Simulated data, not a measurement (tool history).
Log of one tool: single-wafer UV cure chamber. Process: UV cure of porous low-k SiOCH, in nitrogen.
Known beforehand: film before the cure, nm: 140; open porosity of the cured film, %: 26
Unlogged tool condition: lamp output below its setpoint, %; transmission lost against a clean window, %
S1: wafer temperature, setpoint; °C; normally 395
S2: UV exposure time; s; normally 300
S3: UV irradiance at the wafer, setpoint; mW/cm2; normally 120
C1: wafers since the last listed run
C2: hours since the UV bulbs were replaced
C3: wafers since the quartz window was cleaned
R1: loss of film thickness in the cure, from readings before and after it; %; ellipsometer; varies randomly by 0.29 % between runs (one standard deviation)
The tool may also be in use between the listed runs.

run,hour,S1,S2,S3,C1,C2,C3,R1
1,0,395,300,120,0,1334.8,2811,17.313
# hour 9.6: quartz window cleaned
2,61.2,408,300,120,643,1396,624,17.103
3,118.5,395,300,120,692,1453.3,1317,17.393
4,142.8,395,200,120,293,1477.6,1611,14.132
5,207.7,395,200,120,784,1542.5,2396,14.001
# hour 257.4: quartz window cleaned
6,257.9,395,200,120,510,1592.7,6,14.053
# hour 304.4: UV bulbs replaced
7,309.8,387,240,120,530,5.4,537,16.989
8,360.6,387,240,120,614,56.2,1151,16.894
9,392.9,404,335,120,390,88.5,1542,19.066
10,419,410,460,104,315,114.6,1858,20.895
11,474.2,395,300,120,667,169.8,2525,18.252
# hour 500.4: quartz window cleaned
12,526.5,387,240,120,535,222.1,315,17.262
13,575.4,395,250,120,591,271,906,17.224
14,625.8,395,300,120,609,321.4,1516,18.617
15,665.4,384,135,120,478,361,1995,13.626
# hour 719.2: quartz window cleaned
16,727.5,395,300,139,654,423.1,99,19.186
17,783.8,375,170,107,680,479.4,780,14.117
18,821.7,404,335,120,458,517.3,1239,18.667
19,879.1,407,455,153,694,574.7,1933,22.167

Describe how what the log doesn't record of the tool's condition differs between the last listed run preceding each entry between runs and the first listed run following it.
In the gap between runs 1 and 2: quartz window cleaned (hour 9.6)
  lamp output below its setpoint, %: 25.2 -> 27.3
  measured value less the no-hidden-state value, R1: -1.751 -> -1.885 %
In the gap between runs 5 and 6: quartz window cleaned (hour 257.4)
  lamp output below its setpoint, %: 32.6 -> 34.6
  measured value less the no-hidden-state value, R1: -2.234 -> -2.434 %
In the gap between runs 6 and 7: UV bulbs replaced (hour 304.4)
  lamp output below its setpoint, %: 34.6 -> 7.9
  measured value less the no-hidden-state value, R1: -2.434 -> -0.489 %
In the gap between runs 11 and 12: quartz window cleaned (hour 500.4)
  lamp output below its setpoint, %: 8.26 -> 8.51
  measured value less the no-hidden-state value, R1: -0.513 -> -0.539 %
In the gap between runs 15 and 16: quartz window cleaned (hour 719.2)
  lamp output below its setpoint, %: 9.51 -> 10.1
  measured value less the no-hidden-state value, R1: -0.566 -> -0.645 %

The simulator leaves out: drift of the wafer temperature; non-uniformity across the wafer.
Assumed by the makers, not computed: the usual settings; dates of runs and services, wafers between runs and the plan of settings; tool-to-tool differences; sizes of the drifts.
